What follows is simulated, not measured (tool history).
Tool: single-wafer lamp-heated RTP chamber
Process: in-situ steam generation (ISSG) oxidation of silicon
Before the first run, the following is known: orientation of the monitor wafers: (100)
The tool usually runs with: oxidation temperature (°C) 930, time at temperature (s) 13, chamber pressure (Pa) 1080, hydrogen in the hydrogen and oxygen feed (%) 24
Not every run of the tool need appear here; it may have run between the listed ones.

run,hour,oxidation temperature (°C),time at temperature (s),chamber pressure (Pa),hydrogen in the hydrogen and oxygen feed (%),wafers since the last listed run,wafers since the last pyrometer calibration,hours since the pressure gauge was zeroed,hours since the hydrogen flow controller was replaced,hours since the gauge calibration,"read-back reference wafer on the same gauge, thickness",oxide thickness on the monitor wafer (Å)
1,0,930,13,1080,24,0,1956,1564.7,3273,1619.9,3.582,36.28
2,62.7,930,13,1080,24,318,2274,1627.4,3335.7,1682.6,3.58,36.39
# hour 74.3: pyrometer window cleaned and pyrometer calibrated
3,103.6,930,13,1080,24,167,149,1668.3,3376.6,1723.5,3.578,36.6
4,149.1,930,13,1080,24,231,380,1713.8,3422.1,1769,3.582,36.45
5,203.8,930,13,1080,24,278,658,1768.5,3476.8,1823.7,3.58,36.46
6,271.1,930,13,1080,24,342,1000,1835.8,3544.1,1891,3.578,36.48
7,303.9,930,12,1080,27,166,1167,1868.6,3576.9,1923.8,3.581,36.65
# hour 333.5: gauge calibrated
8,356.6,930,12,1080,27,267,1435,1921.3,3629.6,23.1,3.579,36.53
9,401.5,930,13,1080,24,228,1664,1966.2,3674.5,68,3.581,36.51
10,453.1,930,13,1147,24,262,1926,2017.8,3726.1,119.6,3.574,36.34
11,485.7,930,13,1080,24,165,2092,2050.4,3758.7,152.2,3.581,36.35
# hour 509.7: pyrometer window cleaned and pyrometer calibrated
12,528,930,13,1080,24,174,92,2092.7,3801,194.5,3.585,36.44
13,570.7,930,13,1080,24,217,309,2135.4,3843.7,237.2,3.581,36.46
14,637.6,945,13,1080,32,340,650,2202.3,3910.6,304.1,3.58,40.88
# hour 682.5: hydrogen flow controller replaced
15,683,920,16,1080,24,190,840,2247.7,0.5,349.5,3.582,38.23
16,736.7,945,13,960,27,273,1113,2301.4,54.2,403.2,3.581,39.11
# hour 745.2: pressure gauge zeroed
17,771.5,930,13,1080,24,136,1249,26.3,89,438,3.583,36.58
18,832,918,13,1080,24,307,1557,86.8,149.5,498.5,3.578,35.47
# hour 891.5: pyrometer window cleaned and pyrometer calibrated
19,892,930,13,1080,24,264,2,146.8,209.5,558.5,3.578,36.51
20,950.6,917,16,1080,24,297,300,205.4,268.1,617.1,3.583,37.92
21,1108.3,942,13,1080,18,801,1102,363.1,425.8,774.8,3.582,34.88
22,1168.9,930,11,1013,29,308,1410,423.7,486.4,835.4,3.578,36.43
23,1230.4,924,13,1080,18,312,1723,485.2,547.9,896.9,3.578,33.7
24,1280.5,930,10,1080,24,254,1978,535.3,598,947,3.582,33.31
# hour 1320.4: pyrometer window cleaned and pyrometer calibrated
25,1320.9,930,13,1080,24,164,2,575.7,638.4,987.4,3.579,36.38
26,1340.2,942,15,920,29,98,100,595,657.7,1006.7,3.577,41.51
27,1405.5,919,15,1080,24,332,432,660.3,723,1072,3.577,37.35
28,1473.9,930,13,1080,24,347,780,728.7,791.4,1140.4,3.581,36.41
29,1505.7,924,13,1080,24,161,942,760.5,823.2,1172.2,3.58,36.09
30,1533.5,942,9,1080,20,141,1083,788.3,851,1200,3.577,31.53

Give the tool's hidden conditions for every run:
true wafer temperature minus pyrometer reading, K: 0 at every run
true pressure minus gauge reading, Torr: 0 at every run
deviation of the hydrogen flow from its setpoint, %: 0 at every run
gauge reads high (%): 0 at every run

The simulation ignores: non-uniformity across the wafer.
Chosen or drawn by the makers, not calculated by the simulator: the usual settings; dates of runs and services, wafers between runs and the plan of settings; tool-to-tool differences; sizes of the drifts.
